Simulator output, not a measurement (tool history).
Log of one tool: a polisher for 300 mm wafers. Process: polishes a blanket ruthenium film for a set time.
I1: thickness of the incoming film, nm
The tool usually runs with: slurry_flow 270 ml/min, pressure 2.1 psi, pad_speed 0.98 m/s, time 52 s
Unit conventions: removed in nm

{"run": 1, "hour": 0.0, "slurry_flow": 270, "pressure": 2.1, "pad_speed": 0.98, "time": 52, "I1": 586.3, "removed": 46.9}
{"hour": 29.6, "done": "head pressure recalibrated"}
{"hour": 55.9, "done": "worn pad replaced by a new one"}
{"run": 2, "hour": 58.7, "slurry_flow": 270, "pressure": 2.1, "pad_speed": 0.98, "time": 52, "I1": 595.3, "removed": 50.8}
{"run": 3, "hour": 159.7, "slurry_flow": 270, "pressure": 2.1, "pad_speed": 0.98, "time": 52, "I1": 580.0, "removed": 48.4}
{"run": 4, "hour": 207.5, "slurry_flow": 270, "pressure": 2.1, "pad_speed": 0.98, "time": 52, "I1": 589.6, "removed": 48.4}
{"run": 5, "hour": 276.1, "slurry_flow": 270, "pressure": 2.1, "pad_speed": 0.98, "time": 52, "I1": 586.2, "removed": 48.1}
{"run": 6, "hour": 318.9, "slurry_flow": 270, "pressure": 2.1, "pad_speed": 0.98, "time": 52, "I1": 591.2, "removed": 48.1}
{"run": 7, "hour": 395.6, "slurry_flow": 240, "pressure": 2.1, "pad_speed": 0.98, "time": 52, "I1": 578.8, "removed": 45.5}
{"hour": 423.0, "done": "slurry nozzle cleaned"}
{"run": 8, "hour": 469.0, "slurry_flow": 240, "pressure": 2.1, "pad_speed": 0.98, "time": 52, "I1": 595.6, "removed": 44.0}
{"hour": 479.5, "done": "worn pad replaced by a new one"}
{"run": 9, "hour": 756.5, "slurry_flow": 270, "pressure": 2.1, "pad_speed": 1.08, "time": 52, "I1": 588.5, "removed": 53.8}
{"run": 10, "hour": 836.9, "slurry_flow": 270, "pressure": 2.1, "pad_speed": 0.98, "time": 52, "I1": 579.8, "removed": 46.9}
{"run": 11, "hour": 911.0, "slurry_flow": 270, "pressure": 2.1, "pad_speed": 0.98, "time": 52, "I1": 594.5, "removed": 44.7}
{"hour": 972.4, "done": "worn pad replaced by a new one"}
{"run": 12, "hour": 992.1, "slurry_flow": 270, "pressure": 2.1, "pad_speed": 0.98, "time": 52, "I1": 583.9, "removed": 51.8}
{"run": 13, "hour": 1037.4, "slurry_flow": 270, "pressure": 2.1, "pad_speed": 0.98, "time": 52, "I1": 594.3, "removed": 51.6}
{"run": 14, "hour": 1075.2, "slurry_flow": 270, "pressure": 2.1, "pad_speed": 0.98, "time": 52, "I1": 589.9, "removed": 50.7}
{"run": 15, "hour": 1135.0, "slurry_flow": 330, "pressure": 2.4, "pad_speed": 0.74, "time": 58, "I1": 590.1, "removed": 49.7}
{"hour": 1161.0, "done": "slurry nozzle cleaned"}
{"run": 16, "hour": 1237.6, "slurry_flow": 270, "pressure": 2.1, "pad_speed": 0.72, "time": 52, "I1": 586.5, "removed": 36.5}
{"hour": 1395.0, "done": "worn pad replaced by a new one"}
{"run": 17, "hour": 1469.5, "slurry_flow": 270, "pressure": 2.1, "pad_speed": 0.98, "time": 52, "I1": 586.7, "removed": 50.7}
{"run": 18, "hour": 1548.2, "slurry_flow": 270, "pressure": 2.1, "pad_speed": 0.98, "time": 52, "I1": 594.4, "removed": 51.5}
{"run": 19, "hour": 1632.6, "slurry_flow": 270, "pressure": 2.1, "pad_speed": 0.98, "time": 45, "I1": 593.0, "removed": 43.4}
{"run": 20, "hour": 1689.0, "slurry_flow": 315, "pressure": 1.6, "pad_speed": 0.98, "time": 34, "I1": 582.9, "removed": 24.7}
{"hour": 1695.5, "done": "head pressure recalibrated"}
{"hour": 1727.8, "done": "slurry nozzle cleaned"}
{"hour": 1770.7, "done": "worn pad replaced by a new one"}
{"run": 21, "hour": 1789.9, "slurry_flow": 270, "pressure": 2.1, "pad_speed": 0.98, "time": 63, "I1": 595.4, "removed": 62.5}
{"run": 22, "hour": 1889.6, "slurry_flow": 270, "pressure": 2.1, "pad_speed": 0.98, "time": 61, "I1": 578.8, "removed": 58.7}
{"run": 23, "hour": 1968.4, "slurry_flow": 270, "pressure": 2.1, "pad_speed": 0.98, "time": 63, "I1": 590.6, "removed": 60.5}
{"run": 24, "hour": 2062.3, "slurry_flow": 270, "pressure": 2.3, "pad_speed": 0.64, "time": 52, "I1": 585.9, "removed": 34.6}
{"run": 25, "hour": 2121.2, "slurry_flow": 355, "pressure": 2.1, "pad_speed": 1.22, "time": 68, "I1": 590.5, "removed": 78.9}
{"run": 26, "hour": 2187.0, "slurry_flow": 270, "pressure": 2.5, "pad_speed": 0.98, "time": 38, "I1": 579.7, "removed": 39.6}

Below are 4 alternative next runs, each starting from the tool's condition after run 26. Predict each:
{"run": "A", "hour": 2187.4, "slurry_flow": 270, "pressure": 2.1, "pad_speed": 0.98, "time": 52, "I1": 592.7, "removed": "?"}
{"run": "B", "hour": 2187.4, "slurry_flow": 270, "pressure": 2.1, "pad_speed": 0.84, "time": 52, "I1": 592.7, "removed": "?"}
{"run": "C", "hour": 2187.4, "slurry_flow": 345, "pressure": 2.1, "pad_speed": 1.14, "time": 52, "I1": 592.7, "removed": "?"}
{"run": "D", "hour": 2187.4, "slurry_flow": 270, "pressure": 1.9, "pad_speed": 0.98, "time": 52, "I1": 592.7, "removed": "?"}

run=A removed=45.2
run=B removed=38.7
run=C removed=53.8
run=D removed=40.9
Take away the tool's hidden state, keep each run's random variation, and the runs would have read:
run=A removed=50.9
run=B removed=43.6
run=C removed=60.6
run=D removed=46.0

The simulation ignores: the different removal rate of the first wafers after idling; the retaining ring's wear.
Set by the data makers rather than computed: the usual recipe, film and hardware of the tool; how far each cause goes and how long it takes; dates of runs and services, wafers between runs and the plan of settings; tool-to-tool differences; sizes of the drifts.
